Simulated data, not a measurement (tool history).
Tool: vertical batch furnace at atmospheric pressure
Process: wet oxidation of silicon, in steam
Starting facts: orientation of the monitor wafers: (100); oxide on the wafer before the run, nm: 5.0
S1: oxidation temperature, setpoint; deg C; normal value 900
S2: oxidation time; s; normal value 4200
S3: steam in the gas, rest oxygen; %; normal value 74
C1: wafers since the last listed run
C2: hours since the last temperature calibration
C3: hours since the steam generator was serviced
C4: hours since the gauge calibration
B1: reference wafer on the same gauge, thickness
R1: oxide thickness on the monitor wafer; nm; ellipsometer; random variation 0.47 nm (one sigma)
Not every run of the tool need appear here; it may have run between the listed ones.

run    hour   S1    S2  S3    C1      C2      C3      C4      B1      R1
  1     0.0  900  4200  74     0  3352.5  2012.5  2348.2  155.95  155.17
  2    88.3  900  4200  74   993  3440.8  2100.8  2436.5  155.96  156.08
  3   152.2  900  4200  74   719  3504.7  2164.7  2500.4  155.93  156.65
  4   247.7  900  4200  74  1074  3600.2  2260.2  2595.9  156.15  156.18
  5   322.0  900  4200  74   836  3674.5  2334.5  2670.2  156.22  156.10
  6   395.1  900  4200  74   822  3747.6  2407.6  2743.3  156.31  156.30
  7   475.1  900  4200  74   900  3827.6  2487.6  2823.3  156.34  156.23
  8   568.2  900  4200  74  1047  3920.7  2580.7  2916.4  156.48  156.61
  9   616.9  900  5580  74   548  3969.4  2629.4  2965.1  156.59  199.92
 10   683.1  900  5580  74   744  4035.6  2695.6  3031.3  156.48  199.83
 11   726.3  900  5580  74   486  4078.8  2738.8  3074.5  156.57  200.90
 12   820.6  900  4200  74  1061  4173.1  2833.1  3168.8  156.72  156.30
 13   896.4  900  4200  74   853  4248.9  2908.9  3244.6  156.65  157.03
      987.3  -- steam generator serviced
 14   987.8  900  5820  70   758  4340.3     0.5  3336.0  157.08  198.22
     1043.2  -- thermocouples replaced and temperature profile calibrated
 15  1073.7  900  4200  74   696    30.5    86.4  3421.9  157.12  157.56
 16  1291.0  900  4200  74  2445   247.8   303.7  3639.2  157.45  157.20
 17  1350.0  877  4200  78   663   306.8   362.7  3698.2  157.28  117.16
 18  1430.4  900  4200  74   904   387.2   443.1  3778.6  157.29  156.94
 19  1503.2  900  4200  74   819   460.0   515.9  3851.4  157.31  157.26
 20  1592.3  900  4200  74  1002   549.1   605.0  3940.5  157.70  156.68
 21  1630.4  883  4200  64   428   587.2   643.1  3978.6  157.48  108.07

For run 22, what comes out?
 22  1706.9  900  4200  74  860  663.7  719.6  4055.1   ?   ?

{"run 22": {"B1": 157.66, "R1": 157.54}}
With no hidden state in the tool, this same run would have given R1 152.90 nm.
